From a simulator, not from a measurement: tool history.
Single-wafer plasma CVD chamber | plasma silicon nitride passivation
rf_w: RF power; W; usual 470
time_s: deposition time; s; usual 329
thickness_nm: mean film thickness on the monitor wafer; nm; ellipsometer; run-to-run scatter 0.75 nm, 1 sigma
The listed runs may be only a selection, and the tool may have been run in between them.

run	hour	rf_w	time_s	read-back reference wafer on the same gauge, thickness_nm	thickness_nm
1	0	470	290	446.929	421.387
2	6	470	290	447.011	422.229
3	15.6	470	329	447.245	478.568
4	28.6	470	329	447.012	478.64
5	41.5	470	329	446.987	477.351
6	56.6	500	347	446.878	516.517
7	68.3	500	347	447.033	516.26
8	76.8	500	347	447.178	516.289
9	92.3	470	329	446.992	476.473
10	108.6	470	329	446.885	476.193
11	116.4	410	342	447.017	466.691
12	130.1	410	342	446.92	468.188
13	148.2	410	342	447.006	467.061
14	155.7	415	355	447.016	487.13
15	162.1	415	355	446.739	488.324
16	174.8	415	355	446.979	487.174
17	189.2	470	329	447.004	474.97
18	200	410	342	447.077	466.406
# hour 209.5: RF generator calibrated
19	210	470	329	447.146	495.404
20	219.1	470	329	446.988	493.922
21	228.9	430	299	447.138	434.046
# hour 235.1: gauge calibrated
22	238.2	415	387	446.997	553.202
23	250.7	470	329	446.978	495.272
24	257	405	373	447.106	528.49
# hour 276.2: showerhead replaced
25	276.7	545	282	447.051	450.76
26	296.6	545	329	447.066	524.484
27	311.5	545	349	446.739	555.16
28	325.7	410	376	447.073	534.482
29	334.6	470	329	446.9	494.818
30	351.2	395	297	447.023	415.705
31	366.7	515	329	447.18	513.539
32	374.9	500	347	447	535.337
33	381.3	470	329	446.858	494.44
34	398.3	445	306	447.106	449.118
35	451.1	530	287	446.877	452.693

Consider 3 possible next runs. They are alternatives, not a sequence: every one starts from the tool as it was left by run 35. What does each give?
A	451.6	535	329	?	?
B	451.6	390	301	?	?
C	451.6	390	393	?	?

run	read-back reference wafer on the same gauge, thickness_nm	thickness_nm
A	447.074	519.961
B	447.074	417.755
C	447.074	545.442
With no hidden state in the tool, these same runs would have given:
run	thickness_nm
A	522.51
B	419.803
C	548.115
